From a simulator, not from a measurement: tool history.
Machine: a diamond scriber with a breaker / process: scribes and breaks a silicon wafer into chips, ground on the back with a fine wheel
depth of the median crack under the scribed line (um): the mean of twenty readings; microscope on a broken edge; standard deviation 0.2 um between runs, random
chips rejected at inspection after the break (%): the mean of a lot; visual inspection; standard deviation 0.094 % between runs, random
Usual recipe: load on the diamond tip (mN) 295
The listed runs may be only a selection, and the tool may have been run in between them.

run,day,load on the diamond tip (mN),wafers since the last listed run,hours since the diamond tip was replaced,hours since the load on the tip was calibrated,"incoming depth of the damage left on the back of the incoming wafer, um",depth of the median crack under the scribed line (um),chips rejected at inspection after the break (%)
1,0,295,0,349.6,414.2,2.75,13.76,1.57
2,1.421,295,108,383.7,448.3,2.59,13.89,1.45
3,2.579,295,88,411.5,476.1,2.53,13.78,1.53
4,3.346,255,58,429.9,494.5,2.14,11.41,9.63
5,4.388,295,79,454.9,519.5,1.53,13.26,0.86
6,5.308,362,70,477,541.6,1.86,15.97,14.33
7,6.492,362,90,505.4,570,2.89,16.61,13.3
8,7.538,295,79,530.5,595.1,2.26,13.13,1.34
9,8.329,295,60,549.5,614.1,2.12,13.31,1.4
10,9.033,228,53,566.4,631,1.99,9.73,30.36
11,9.692,228,50,582.2,646.8,2.31,9.81,30.42
12,10.583,339,67,603.6,668.2,2.56,15,5.05
13,11.267,334,51,620,684.6,2.98,14.68,4.53
14,12.179,211,69,641.9,706.5,2.57,8.98,49.65
# day 12.971: load on the tip recalibrated
15,13.508,373,94,673.8,12.9,1.9,13.96,1.91
16,14.388,345,66,694.9,34,2.81,13.18,1.81
17,14.908,349,39,707.4,46.5,2.72,13.22,1.52
18,15.854,332,71,730.1,69.2,2.74,13.1,2.14
19,17.054,230,91,758.9,98,2.64,8.61,45.3
20,17.821,295,58,777.3,116.4,2.43,11.8,10.02
# day 17.908: diamond tip replaced by a new one
21,18.612,295,53,16.9,135.4,2.4,13.08,1.3
22,19.262,215,49,32.5,151,2.9,9.57,41.61
23,20.517,265,95,62.6,181.1,2.69,12.26,5.5
24,21.121,295,45,77.1,195.6,2.35,13.06,1.34
25,22.167,357,79,102.2,220.7,2.74,16.42,11.91
26,23.154,319,75,125.9,244.4,2.45,14.81,3.75
27,23.75,356,45,140.2,258.7,2.53,16.25,12.31

Each row is a separate what-if for the run after 27, all from the same tool condition, not one after another. Results?
A,23.775,295,1,140.8,259.3,1.59,?,?
B,23.775,361,1,140.8,259.3,1.59,?,?
C,23.775,347,1,140.8,259.3,1.59,?,?
D,23.775,365,1,140.8,259.3,1.59,?,?

run,depth of the median crack under the scribed line (um),chips rejected at inspection after the break (%)
A,13.64,0.79
B,16.53,11.31
C,15.94,7.93
D,16.7,12.33
Had the tool no hidden state, the same runs would have come out as:
run,depth of the median crack under the scribed line (um),chips rejected at inspection after the break (%)
A,13.58,0.79
B,16.46,10.88
C,15.87,7.56
D,16.63,11.88
